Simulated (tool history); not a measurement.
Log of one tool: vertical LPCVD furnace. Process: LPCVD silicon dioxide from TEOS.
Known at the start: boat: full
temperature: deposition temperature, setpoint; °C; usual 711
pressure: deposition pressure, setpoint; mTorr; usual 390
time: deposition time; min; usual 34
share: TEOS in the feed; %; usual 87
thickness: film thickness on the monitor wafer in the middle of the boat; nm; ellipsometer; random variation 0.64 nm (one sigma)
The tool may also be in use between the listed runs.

run	hour	temperature	pressure	time	share	read-back reference wafer on the same gauge, thickness	thickness
1	0	711	390	34	87	493.98	451.52
2	9.1	711	390	34	87	493.96	450.6
3	23.7	711	390	34	87	493.92	450.77
4	42.4	711	390	34	87	494.01	452.27
5	50.1	711	390	34	87	494.12	452.37
6	69.1	711	390	34	87	493.98	451.83
# hour 107.4: TEOS flow controller replaced
7	107.9	711	390	34	87	494	452.67
8	112.7	711	390	34	87	493.82	452.81
9	123.5	711	390	34	87	493.95	451.71
10	141.7	711	390	34	97	494.06	477.44
11	152.8	711	390	34	87	494.01	451.96
# hour 154: gauge calibrated
12	172.9	711	390	34	87	494.07	452.14
13	180	711	450	34	73	493.93	445.45
14	188.1	716	415	47	97	494.13	761.54
15	201.9	711	390	34	87	493.87	453.08
16	214	717	355	34	78	494.12	468.73
# hour 246.3: pressure gauge zeroed
# hour 247.8: thermocouples replaced and temperature profile calibrated
17	248.3	711	345	34	87	494.05	402.01
18	253.2	711	390	34	87	493.93	428.09
19	262.7	711	300	34	87	494.18	375.34
20	276.2	708	330	34	97	493.96	388.2
21	283	711	305	34	97	494	400.33
22	296.2	702	390	34	92	493.91	358.61
23	310.4	718	430	28.5	70	493.94	394.88
24	326	711	390	45.5	87	494.07	573.88
25	344.7	714	390	21.5	87	493.96	289.86
26	353.2	711	390	34	87	494.07	428.07
27	367.8	711	390	34	87	493.9	428.59
28	426.4	711	390	38	75	493.94	446.48
29	436.3	711	390	34	80	493.96	411.56
30	443.8	711	325	34	87	493.95	391.86
31	457.8	711	390	34	87	494.05	429.18
32	471.5	704	310	46.5	78	493.9	422.76

Forecast each of these 3 alternatives for the next run:
A	476.5	711	390	34	87	?	?
B	476.5	706	305	24	77	?	?
C	476.5	716	305	22.5	80	?	?

run	read-back reference wafer on the same gauge, thickness	thickness
A	494.08	430.24
B	494.08	225.41
C	494.08	270.33
Without the tool's hidden state the same runs would have given:
run	thickness
A	425.66
B	222.98
C	267.48
